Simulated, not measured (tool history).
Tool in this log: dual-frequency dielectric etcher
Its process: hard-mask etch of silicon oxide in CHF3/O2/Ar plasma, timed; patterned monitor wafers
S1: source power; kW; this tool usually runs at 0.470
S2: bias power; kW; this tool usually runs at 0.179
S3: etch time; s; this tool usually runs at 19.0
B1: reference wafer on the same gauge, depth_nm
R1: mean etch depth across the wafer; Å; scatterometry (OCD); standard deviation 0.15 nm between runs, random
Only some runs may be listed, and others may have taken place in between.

run,hour,S1,S2,S3,B1,R1
1,0.0,0.470,0.211,19.0,26.49,346.4
2,65.5,0.470,0.145,21.0,26.49,315.2
3,127.4,0.470,0.145,21.0,26.46,312.6
4,177.2,0.470,0.179,19.0,26.47,317.9
5,183.2,0.470,0.179,19.0,26.52,317.2
6,261.2,0.470,0.179,19.0,26.51,318.0
7,297.5,0.470,0.179,19.0,26.50,317.7
8,339.7,0.470,0.179,19.0,26.46,319.9
9,393.0,0.470,0.179,19.0,26.48,319.8
10,428.0,0.470,0.179,19.0,26.53,319.9
11,483.0,0.470,0.179,19.0,26.47,317.3
12,533.0,0.530,0.179,19.0,26.48,335.2
13,591.2,0.470,0.203,15.5,26.49,277.3
14,660.5,0.510,0.154,17.5,26.49,280.4
15,711.6,0.470,0.203,15.5,26.53,279.0
16,729.6,0.420,0.196,19.0,26.49,319.7
17,792.6,0.550,0.217,15.5,26.49,309.0
18,851.3,0.590,0.211,19.0,26.47,384.3
19,899.7,0.470,0.179,22.0,26.50,371.1
20,940.7,0.470,0.179,19.0,26.47,317.2
21,974.2,0.470,0.179,14.5,26.48,243.9
22,1024.2,0.570,0.201,21.0,26.53,405.3
23,1093.8,0.590,0.191,19.0,26.47,363.3
24,1137.4,0.470,0.179,22.5,26.46,379.6
25,1170.2,0.530,0.137,16.5,26.44,251.0
26,1205.6,0.550,0.179,19.0,26.53,343.2
27,1251.7,0.420,0.148,14.5,26.52,208.8
28,1287.4,0.470,0.179,24.0,26.50,405.2
29,1318.2,0.470,0.179,19.0,26.46,319.2
30,1359.3,0.420,0.220,20.5,26.47,366.7
31,1427.3,0.470,0.160,19.0,26.48,300.4

The log once held 7 entries between its listed runs, left out of this copy. Where does each go, and what is different about the tool's unlogged condition between the listed run before it and the listed run after it?
In the gap between runs 3 and 4: wet clean of the chamber (hour 176.7)
  no hidden state differs between the two runs
In the gap between runs 5 and 6: upper electrode replaced (hour 260.7)
  no hidden state differs between the two runs
In the gap between runs 14 and 15: wet clean of the chamber (hour 711.1)
  no hidden state differs between the two runs
In the gap between runs 17 and 18: source power generator calibrated (hour 839.7); bias power generator calibrated (hour 845.6)
  no hidden state differs between the two runs
In the gap between runs 22 and 23: gauge calibrated (hour 1061.8)
  no hidden state differs between the two runs
In the gap between runs 27 and 28: wet clean of the chamber (hour 1286.9)
  no hidden state differs between the two runs

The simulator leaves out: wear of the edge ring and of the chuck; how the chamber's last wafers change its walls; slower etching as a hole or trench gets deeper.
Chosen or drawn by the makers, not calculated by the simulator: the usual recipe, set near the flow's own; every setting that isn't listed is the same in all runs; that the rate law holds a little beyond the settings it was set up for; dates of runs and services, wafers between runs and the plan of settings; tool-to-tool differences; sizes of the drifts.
